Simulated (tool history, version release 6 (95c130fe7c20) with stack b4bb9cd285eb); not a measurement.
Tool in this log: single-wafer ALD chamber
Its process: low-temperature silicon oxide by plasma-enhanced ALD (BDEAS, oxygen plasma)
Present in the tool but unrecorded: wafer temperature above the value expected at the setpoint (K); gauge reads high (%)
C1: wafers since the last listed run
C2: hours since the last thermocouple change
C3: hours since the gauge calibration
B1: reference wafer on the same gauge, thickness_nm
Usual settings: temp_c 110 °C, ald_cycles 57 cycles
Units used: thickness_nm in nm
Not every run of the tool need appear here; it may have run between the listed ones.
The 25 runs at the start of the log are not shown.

{"run": 26, "hour": 1917.1, "temp_c": 106, "ald_cycles": 49, "C1": 529, "C2": 121.6, "C3": 3287.2, "B1": 9.824, "thickness_nm": 7.252}
{"run": 27, "hour": 1979.3, "temp_c": 110, "ald_cycles": 61, "C1": 400, "C2": 183.8, "C3": 3349.4, "B1": 9.836, "thickness_nm": 8.98}
{"run": 28, "hour": 2051.0, "temp_c": 114, "ald_cycles": 52, "C1": 461, "C2": 255.5, "C3": 3421.1, "B1": 9.83, "thickness_nm": 7.535}
{"run": 29, "hour": 2166.5, "temp_c": 103, "ald_cycles": 49, "C1": 743, "C2": 371.0, "C3": 3536.6, "B1": 9.827, "thickness_nm": 7.294}
{"hour": 2241.2, "done": "gauge calibrated"}
{"run": 30, "hour": 2273.1, "temp_c": 123, "ald_cycles": 60, "C1": 686, "C2": 477.6, "C3": 31.9, "B1": 9.83, "thickness_nm": 8.598}
{"run": 31, "hour": 2345.1, "temp_c": 116, "ald_cycles": 64, "C1": 463, "C2": 549.6, "C3": 103.9, "B1": 9.83, "thickness_nm": 9.301}
{"run": 32, "hour": 2398.5, "temp_c": 110, "ald_cycles": 57, "C1": 343, "C2": 603.0, "C3": 157.3, "B1": 9.833, "thickness_nm": 8.383}
{"run": 33, "hour": 2601.4, "temp_c": 110, "ald_cycles": 57, "C1": 1306, "C2": 805.9, "C3": 360.2, "B1": 9.839, "thickness_nm": 8.43}
{"run": 34, "hour": 2657.6, "temp_c": 122, "ald_cycles": 60, "C1": 361, "C2": 862.1, "C3": 416.4, "B1": 9.827, "thickness_nm": 8.631}
{"run": 35, "hour": 2749.2, "temp_c": 110, "ald_cycles": 47, "C1": 589, "C2": 953.7, "C3": 508.0, "B1": 9.832, "thickness_nm": 6.976}
{"run": 36, "hour": 2791.8, "temp_c": 119, "ald_cycles": 49, "C1": 274, "C2": 996.3, "C3": 550.6, "B1": 9.831, "thickness_nm": 7.104}
{"run": 37, "hour": 2861.7, "temp_c": 101, "ald_cycles": 48, "C1": 450, "C2": 1066.2, "C3": 620.5, "B1": 9.821, "thickness_nm": 7.288}
{"run": 38, "hour": 2926.8, "temp_c": 110, "ald_cycles": 57, "C1": 419, "C2": 1131.3, "C3": 685.6, "B1": 9.838, "thickness_nm": 8.441}
{"run": 39, "hour": 2990.6, "temp_c": 110, "ald_cycles": 57, "C1": 410, "C2": 1195.1, "C3": 749.4, "B1": 9.833, "thickness_nm": 8.418}
{"run": 40, "hour": 3059.9, "temp_c": 124, "ald_cycles": 63, "C1": 446, "C2": 1264.4, "C3": 818.7, "B1": 9.834, "thickness_nm": 9.084}
{"run": 41, "hour": 3131.2, "temp_c": 102, "ald_cycles": 57, "C1": 459, "C2": 1335.7, "C3": 890.0, "B1": 9.829, "thickness_nm": 8.621}
{"run": 42, "hour": 3177.5, "temp_c": 105, "ald_cycles": 50, "C1": 298, "C2": 1382.0, "C3": 936.3, "B1": 9.827, "thickness_nm": 7.529}

5 options for the next run, each taken on its own from the tool as it stands now. Forecast them:
{"run": "A", "hour": 3178.0, "temp_c": 97, "ald_cycles": 57, "C1": 3, "C2": 1382.5, "C3": 936.8, "B1": "?", "thickness_nm": "?"}
{"run": "B", "hour": 3178.0, "temp_c": 96, "ald_cycles": 49, "C1": 3, "C2": 1382.5, "C3": 936.8, "B1": "?", "thickness_nm": "?"}
{"run": "C", "hour": 3178.0, "temp_c": 117, "ald_cycles": 67, "C1": 3, "C2": 1382.5, "C3": 936.8, "B1": "?", "thickness_nm": "?"}
{"run": "D", "hour": 3178.0, "temp_c": 95, "ald_cycles": 64, "C1": 3, "C2": 1382.5, "C3": 936.8, "B1": "?", "thickness_nm": "?"}
{"run": "E", "hour": 3178.0, "temp_c": 120, "ald_cycles": 52, "C1": 3, "C2": 1382.5, "C3": 936.8, "B1": "?", "thickness_nm": "?"}

run=A B1=9.831 thickness_nm=8.830
run=B B1=9.831 thickness_nm=7.621
run=C B1=9.831 thickness_nm=9.777
run=D B1=9.831 thickness_nm=9.993
run=E B1=9.831 thickness_nm=7.540
What these runs would have given with no unlogged condition in the tool:
run=A thickness_nm=8.653
run=B thickness_nm=7.469
run=C thickness_nm=9.673
run=D thickness_nm=9.795
run=E thickness_nm=7.459
